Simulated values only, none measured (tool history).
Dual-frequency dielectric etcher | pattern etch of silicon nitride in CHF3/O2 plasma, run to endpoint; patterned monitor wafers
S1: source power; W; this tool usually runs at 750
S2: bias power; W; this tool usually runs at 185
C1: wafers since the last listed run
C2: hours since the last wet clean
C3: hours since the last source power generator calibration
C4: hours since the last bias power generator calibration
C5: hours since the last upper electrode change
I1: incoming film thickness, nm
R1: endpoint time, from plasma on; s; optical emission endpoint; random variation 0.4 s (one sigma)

{"run": 1, "hour": 0.0, "S1": 630, "S2": 185, "C1": 0, "C2": 402.8, "C3": 4973.0, "C4": 3194.4, "C5": 5715.0, "I1": 104.7, "R1": 70.0}
{"run": 2, "hour": 23.0, "S1": 630, "S2": 185, "C1": 173, "C2": 425.8, "C3": 4996.0, "C4": 3217.4, "C5": 5738.0, "I1": 105.8, "R1": 70.5}
{"run": 3, "hour": 36.1, "S1": 750, "S2": 185, "C1": 99, "C2": 438.9, "C3": 5009.1, "C4": 3230.5, "C5": 5751.1, "I1": 105.9, "R1": 62.8}
{"run": 4, "hour": 65.9, "S1": 750, "S2": 185, "C1": 225, "C2": 468.7, "C3": 5038.9, "C4": 3260.3, "C5": 5780.9, "I1": 105.5, "R1": 62.7}
{"run": 5, "hour": 96.6, "S1": 750, "S2": 185, "C1": 232, "C2": 499.4, "C3": 5069.6, "C4": 3291.0, "C5": 5811.6, "I1": 106.1, "R1": 63.2}
{"run": 6, "hour": 110.2, "S1": 800, "S2": 185, "C1": 102, "C2": 513.0, "C3": 5083.2, "C4": 3304.6, "C5": 5825.2, "I1": 106.4, "R1": 60.1}
{"run": 7, "hour": 140.4, "S1": 800, "S2": 185, "C1": 228, "C2": 543.2, "C3": 5113.4, "C4": 3334.8, "C5": 5855.4, "I1": 105.1, "R1": 60.8}
{"run": 8, "hour": 174.0, "S1": 800, "S2": 185, "C1": 254, "C2": 576.8, "C3": 5147.0, "C4": 3368.4, "C5": 5889.0, "I1": 105.9, "R1": 60.5}
{"run": 9, "hour": 192.6, "S1": 750, "S2": 185, "C1": 140, "C2": 595.4, "C3": 5165.6, "C4": 3387.0, "C5": 5907.6, "I1": 105.0, "R1": 62.9}
{"run": 10, "hour": 210.5, "S1": 750, "S2": 185, "C1": 135, "C2": 613.3, "C3": 5183.5, "C4": 3404.9, "C5": 5925.5, "I1": 105.5, "R1": 63.7}
{"run": 11, "hour": 240.3, "S1": 750, "S2": 185, "C1": 225, "C2": 643.1, "C3": 5213.3, "C4": 3434.7, "C5": 5955.3, "I1": 105.4, "R1": 63.4}
{"run": 12, "hour": 262.2, "S1": 750, "S2": 185, "C1": 165, "C2": 665.0, "C3": 5235.2, "C4": 3456.6, "C5": 5977.2, "I1": 106.0, "R1": 64.0}
{"hour": 295.6, "done": "source power generator calibrated"}
{"hour": 296.8, "done": "wet clean of the chamber"}
{"run": 13, "hour": 297.3, "S1": 750, "S2": 185, "C1": 226, "C2": 0.5, "C3": 1.7, "C4": 3491.7, "C5": 6012.3, "I1": 106.0, "R1": 61.6}
{"run": 14, "hour": 308.9, "S1": 750, "S2": 185, "C1": 87, "C2": 12.1, "C3": 13.3, "C4": 3503.3, "C5": 6023.9, "I1": 105.8, "R1": 61.4}
{"run": 15, "hour": 334.6, "S1": 620, "S2": 216, "C1": 194, "C2": 37.8, "C3": 39.0, "C4": 3529.0, "C5": 6049.6, "I1": 106.8, "R1": 65.5}
{"hour": 361.6, "done": "upper electrode replaced"}
{"run": 16, "hour": 362.1, "S1": 750, "S2": 185, "C1": 26, "C2": 65.3, "C3": 66.5, "C4": 3556.5, "C5": 0.5, "I1": 106.4, "R1": 61.7}
{"run": 17, "hour": 388.3, "S1": 750, "S2": 156, "C1": 198, "C2": 91.5, "C3": 92.7, "C4": 3582.7, "C5": 26.7, "I1": 105.5, "R1": 65.5}

What will run 18 give?
{"run": 18, "hour": 417.7, "S1": 600, "S2": 142, "C1": 222, "C2": 120.9, "C3": 122.1, "C4": 3612.1, "C5": 56.1, "I1": 105.0, "R1": "?"}

R1: 78.1 s
Had the tool carried no hidden state, the very same run would have given R1 76.7 s.
